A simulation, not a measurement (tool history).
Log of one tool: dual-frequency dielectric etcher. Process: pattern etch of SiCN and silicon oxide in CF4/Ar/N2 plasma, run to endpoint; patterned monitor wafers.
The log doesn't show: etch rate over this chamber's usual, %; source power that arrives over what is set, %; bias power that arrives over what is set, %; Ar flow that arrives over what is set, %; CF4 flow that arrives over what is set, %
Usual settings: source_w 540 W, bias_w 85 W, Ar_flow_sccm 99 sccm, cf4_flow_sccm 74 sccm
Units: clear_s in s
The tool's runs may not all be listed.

run	hour	source_w	bias_w	Ar_flow_sccm	cf4_flow_sccm	wafers since the last listed run	hours since the last wet clean	hours since the last source power generator calibration	hours since the last bias power generator calibration	hours since the last Ar flow controller change	hours since the last CF4 flow controller change	hours since the last upper electrode change	incoming incoming film thickness, nm	clear_s
1	0	540	85	99	74	0	317	2148.9	3644.4	2375.1	4365.6	5327.7	15.12	13.7
# hour 16.8: source power generator calibrated
2	17.3	540	85	99	74	268	334.3	0.5	3661.7	2392.4	4382.9	5345	15.08	13.6
# hour 29.3: bias power generator calibrated
3	30	540	85	109	63	175	347	13.2	0.7	2405.1	4395.6	5357.7	14.95	13.7
# hour 38.9: Ar flow controller replaced
# hour 63.1: wet clean of the chamber
4	63.6	540	85	99	74	72	0.5	46.8	34.3	24.7	4429.2	5391.3	14.96	13.9
5	63.9	540	85	99	74	6	0.8	47.1	34.6	25	4429.5	5391.6	15.01	14.2
6	71.8	540	85	99	74	159	8.7	55	42.5	32.9	4437.4	5399.5	14.95	13.9
7	85.1	500	85	82	74	268	22	68.3	55.8	46.2	4450.7	5412.8	14.98	14.2
8	100	440	68	99	74	300	36.9	83.2	70.7	61.1	4465.6	5427.7	14.97	18
9	115.4	540	85	99	74	311	52.3	98.6	86.1	76.5	4481	5443.1	14.95	13.7
10	123.2	540	85	84	74	157	60.1	106.4	93.9	84.3	4488.8	5450.9	14.97	13.2
11	129.9	540	77	99	74	135	66.8	113.1	100.6	91	4495.5	5457.6	14.95	14.2
12	143	540	85	99	74	264	79.9	126.2	113.7	104.1	4508.6	5470.7	15.06	13.8
# hour 153.8: CF4 flow controller replaced
13	154.3	540	85	75	74	107	91.2	137.5	125	115.4	0.5	5482	15	13
14	160.9	580	99	117	64	133	97.8	144.1	131.6	122	7.1	5488.6	14.98	12.7

Run 15 comes next. What will it give?
# hour 198.1: upper electrode replaced
15	198.6	540	85	107	74	276	135.5	181.8	169.3	159.7	44.8	0.5	14.8	?

Run 15 gave clear_s 13.6 s.
Without the tool's hidden state the same run would have given clear_s 14 s.

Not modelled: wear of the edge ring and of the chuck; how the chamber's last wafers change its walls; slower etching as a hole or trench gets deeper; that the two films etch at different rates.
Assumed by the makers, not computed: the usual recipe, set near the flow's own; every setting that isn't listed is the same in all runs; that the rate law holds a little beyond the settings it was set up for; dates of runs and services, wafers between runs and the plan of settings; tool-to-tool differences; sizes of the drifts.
